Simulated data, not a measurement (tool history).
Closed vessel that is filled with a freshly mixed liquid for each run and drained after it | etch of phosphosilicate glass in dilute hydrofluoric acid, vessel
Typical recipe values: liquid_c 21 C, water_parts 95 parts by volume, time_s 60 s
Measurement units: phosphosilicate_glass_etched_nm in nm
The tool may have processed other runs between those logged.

run   hour  liquid_c  water_parts  time_s  read-back film thickness of the phosphosilicate glass reference wafer, read on the same gauge (nm)  phosphosilicate_glass_etched_nm
  1      0        21           95      60                                                                                               59.99                            35.08
  2    6.6        21           95      60                                                                                                  60                            35.04
  3     17        21           95      60                                                                                                  60                            35.14
  4   23.7        21           55      60                                                                                               60.01                            63.75
  5   36.5        21           55      60                                                                                                  60                            63.95
  6   54.2        21           55      60                                                                                               59.99                            64.01
  7     65      24.5           95      60                                                                                               59.99                            37.05
  8     81      24.5           95      60                                                                                               59.99                            36.73
  9     92        21          140      40                                                                                               59.99                            13.85
 10  103.9        21          125      75                                                                                               59.99                            29.49
 11    119        17           95      60                                                                                                  60                            27.23
 12  127.8        17           60      40                                                                                                  60                             29.9
 13  143.5        21           95      60                                                                                               60.01                             32.3
 14  150.8        21          125      60                                                                                                  60                            23.61
 15  157.9      17.5          120      90                                                                                                  60                            32.31
 16  175.7        21           95      60                                                                                               60.01                            32.23

Removed from this log: 3 entries logged between the listed runs. Between which two listed runs does each belong, and how does the tool's hidden state at the listed run before it compare with that at the listed run after it?
Logged between run 6 and run 7: thermometer replaced (hour 64.5)
  liquid hotter than its thermometer reads (K): 2.43 -> 0.101
  measured minus no-state result, phosphosilicate_glass_etched_nm: +6.15 -> +0.14 nm
Logged between run 8 and run 9: gauge calibrated (hour 89)
  liquid hotter than its thermometer reads (K): 0.133 -> 0.154
  measured minus no-state result, phosphosilicate_glass_etched_nm: +0.19 -> +0.08 nm
Logged between run 12 and run 13: hydrofluoric acid flow meter replaced (hour 138.3)
  liquid hotter than its thermometer reads (K): 0.225 -> 0.256
  measured minus no-state result, phosphosilicate_glass_etched_nm: +0.28 -> +0.34 nm

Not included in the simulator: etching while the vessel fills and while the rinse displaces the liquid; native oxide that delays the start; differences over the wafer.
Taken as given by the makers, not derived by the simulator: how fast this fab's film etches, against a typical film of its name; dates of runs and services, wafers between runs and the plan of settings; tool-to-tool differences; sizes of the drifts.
